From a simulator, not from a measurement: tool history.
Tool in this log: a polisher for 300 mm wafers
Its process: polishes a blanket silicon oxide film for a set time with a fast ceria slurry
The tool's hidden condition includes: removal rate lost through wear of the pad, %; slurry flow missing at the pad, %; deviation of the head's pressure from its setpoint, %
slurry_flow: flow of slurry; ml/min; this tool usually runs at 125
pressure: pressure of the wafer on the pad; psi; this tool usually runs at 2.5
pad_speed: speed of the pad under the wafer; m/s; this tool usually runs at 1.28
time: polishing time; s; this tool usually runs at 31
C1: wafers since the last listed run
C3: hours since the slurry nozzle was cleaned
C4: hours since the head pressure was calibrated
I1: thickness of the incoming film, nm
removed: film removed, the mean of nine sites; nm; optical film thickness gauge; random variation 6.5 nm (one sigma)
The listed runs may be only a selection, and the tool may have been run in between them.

Run 1, hour 0: usual settings; C1 0; wafers polished on this pad 852; C3 537.7; C4 130.7; I1 1595.8. Result: removed 514 nm.
Run 2, hour 10.1: usual settings; C1 128; wafers polished on this pad 980; C3 547.8; C4 140.8; I1 1556.9. Result: removed 521.5 nm.
Run 3, hour 23.8: usual settings but pad_speed 1.5 m/s; C1 173; wafers polished on this pad 1154; C3 561.5; C4 154.5; I1 1606.8. Result: removed 599.2 nm.
At hour 34.3: worn pad replaced by a new one.
Run 4, hour 35.6: usual settings but time 39 s; C1 99; wafers polished on this pad 16; C3 573.3; C4 166.3; I1 1603.2. Result: removed 651.1 nm.
Run 5, hour 41.9: usual settings but time 39 s; C1 79; wafers polished on this pad 96; C3 579.6; C4 172.6; I1 1580.9. Result: removed 655.9 nm.
Run 6, hour 58.4: usual settings but time 23 s; C1 209; wafers polished on this pad 306; C3 596.1; C4 189.1; I1 1575.6. Result: removed 380.9 nm.
Run 7, hour 72.7: usual settings but time 23 s; C1 181; wafers polished on this pad 487; C3 610.4; C4 203.4; I1 1595.5. Result: removed 383.5 nm.
Run 8, hour 82.1: usual settings; C1 119; wafers polished on this pad 607; C3 619.8; C4 212.8; I1 1600.3. Result: removed 507.6 nm.
Run 9, hour 96.4: usual settings; C1 181; wafers polished on this pad 788; C3 634.1; C4 227.1; I1 1597.9. Result: removed 522.3 nm.
Run 10, hour 105.9: usual settings; C1 120; wafers polished on this pad 909; C3 643.6; C4 236.6; I1 1609.4. Result: removed 518.1 nm.
Run 11, hour 116.5: usual settings; C1 134; wafers polished on this pad 1043; C3 654.2; C4 247.2; I1 1602.2. Result: removed 502.7 nm.
Run 12, hour 128.4: usual settings; C1 151; wafers polished on this pad 1194; C3 666.1; C4 259.1; I1 1607.1. Result: removed 522.6 nm.
Run 13, hour 140.5: usual settings but pressure 2.2 psi; C1 153; wafers polished on this pad 1348; C3 678.2; C4 271.2; I1 1589.9. Result: removed 451.1 nm.
At hour 145: worn pad replaced by a new one.
Run 14, hour 153.9: usual settings but pressure 2.2 psi; C1 119; wafers polished on this pad 113; C3 691.6; C4 284.6; I1 1600.9. Result: removed 451.4 nm.
At hour 159.2: head pressure recalibrated.
Run 15, hour 163.6: usual settings; C1 97; wafers polished on this pad 210; C3 701.3; C4 4.4; I1 1573.4. Result: removed 517.5 nm.
Run 16, hour 178.8: usual settings but pad_speed 1.4 m/s; C1 192; wafers polished on this pad 403; C3 716.5; C4 19.6; I1 1593.8. Result: removed 561.9 nm.
Run 17, hour 191.6: usual settings; C1 162; wafers polished on this pad 566; C3 729.3; C4 32.4; I1 1574.7. Result: removed 512.4 nm.
Run 18, hour 199.8: usual settings; C1 104; wafers polished on this pad 670; C3 737.5; C4 40.6; I1 1597.5. Result: removed 510.7 nm.
Run 19, hour 214.5: usual settings; C1 186; wafers polished on this pad 857; C3 752.2; C4 55.3; I1 1581.5. Result: removed 508.7 nm.
Run 20, hour 225: usual settings but slurry_flow 160 ml/min; C1 133; wafers polished on this pad 990; C3 762.7; C4 65.8; I1 1611.2. Result: removed 546.5 nm.
At hour 234.8: slurry nozzle cleaned.
Run 21, hour 239.8: usual settings but slurry_flow 105 ml/min, pressure 2.8 psi; C1 175; wafers polished on this pad 1165; C3 5; C4 80.6; I1 1572.3. Result: removed 545.1 nm.
At hour 243.9: worn pad replaced by a new one.
Run 22, hour 245.9: usual settings but slurry_flow 150 ml/min, pressure 1.8 psi; C1 26; wafers polished on this pad 24; C3 11.1; C4 86.7; I1 1589.6. Result: removed 397.8 nm.
Run 23, hour 262.4: usual settings but pad_speed 0.9 m/s, time 20 s; C1 209; wafers polished on this pad 234; C3 27.6; C4 103.2; I1 1585.1. Result: removed 233.9 nm.
Run 24, hour 270.8: usual settings but slurry_flow 85 ml/min, pad_speed 1 m/s, time 37 s; C1 106; wafers polished on this pad 341; C3 36; C4 111.6; I1 1578.7. Result: removed 437.8 nm.
Run 25, hour 283.3: usual settings but pressure 2 psi, pad_speed 0.9 m/s; C1 158; wafers polished on this pad 499; C3 48.5; C4 124.1; I1 1596.4. Result: removed 297.9 nm.
Run 26, hour 296.9: usual settings but pressure 2.7 psi, time 38 s; C1 172; wafers polished on this pad 672; C3 62.1; C4 137.7; I1 1606.3. Result: removed 679.3 nm.
Run 27, hour 314.1: usual settings; C1 218; wafers polished on this pad 890; C3 79.3; C4 154.9; I1 1575.7. Result: removed 516.7 nm.
Run 28, hour 329.4: usual settings but slurry_flow 110 ml/min; C1 194; wafers polished on this pad 1085; C3 94.6; C4 170.2; I1 1611.6. Result: removed 496 nm.
At hour 340: worn pad replaced by a new one.
Run 29, hour 363.9: usual settings but slurry_flow 145 ml/min, pressure 2 psi, pad_speed 0.88 m/s, time 26 s; C1 387; wafers polished on this pad 303; C3 129.1; C4 204.7; I1 1604.5. Result: removed 248.5 nm.
Run 30, hour 382.6: usual settings but slurry_flow 110 ml/min, pressure 3.2 psi, pad_speed 1.7 m/s, time 22 s; C1 237; wafers polished on this pad 540; C3 147.8; C4 223.4; I1 1587.8. Result: removed 597 nm.
Run 31, hour 391.2: usual settings but pad_speed 1.42 m/s, time 41 s; C1 109; wafers polished on this pad 650; C3 156.4; C4 232; I1 1575.2. Result: removed 746.9 nm.
Run 32, hour 401.7: usual settings but slurry_flow 90 ml/min, pressure 2.8 psi, time 25 s; C1 133; wafers polished on this pad 783; C3 166.9; C4 242.5; I1 1569.2. Result: removed 410.2 nm.
Run 33, hour 408.7: usual settings but pressure 2.9 psi, pad_speed 1.7 m/s; C1 88; wafers polished on this pad 872; C3 173.9; C4 249.5; I1 1562.9. Result: removed 774 nm.
Run 34, hour 416.5: usual settings; C1 99; wafers polished on this pad 971; C3 181.7; C4 257.3; I1 1588.7. Result: removed 512.3 nm.
Run 35, hour 431.9: usual settings but slurry_flow 170 ml/min, pressure 3.3 psi, pad_speed 1.44 m/s, time 36 s; C1 195; wafers polished on this pad 1166; C3 197.1; C4 272.7; I1 1613.6. Result: removed 912.8 nm.
Run 36, hour 448.1: usual settings but slurry_flow 155 ml/min, pressure 1.7 psi, time 27 s; C1 205; wafers polished on this pad 1372; C3 213.3; C4 288.9; I1 1588.4. Result: removed 321.6 nm.
At hour 457.7: worn pad replaced by a new one.
Run 37, hour 458.2: usual settings but time 35 s; C1 77; wafers polished on this pad 5; C3 223.4; C4 299; I1 1594.8. Result: removed 585.2 nm.
Run 38, hour 473.3: usual settings but slurry_flow 80 ml/min, time 23 s; C1 191; wafers polished on this pad 197; C3 238.5; C4 314.1; I1 1581.2. Result: removed 340.7 nm.

Exercise: give the hidden state of the tool at every run:
removal rate lost through wear of the pad, %: 0 across all the runs
slurry flow missing at the pad, %: 0 across all the runs
deviation of the head's pressure from its setpoint, %: 0 across all the runs
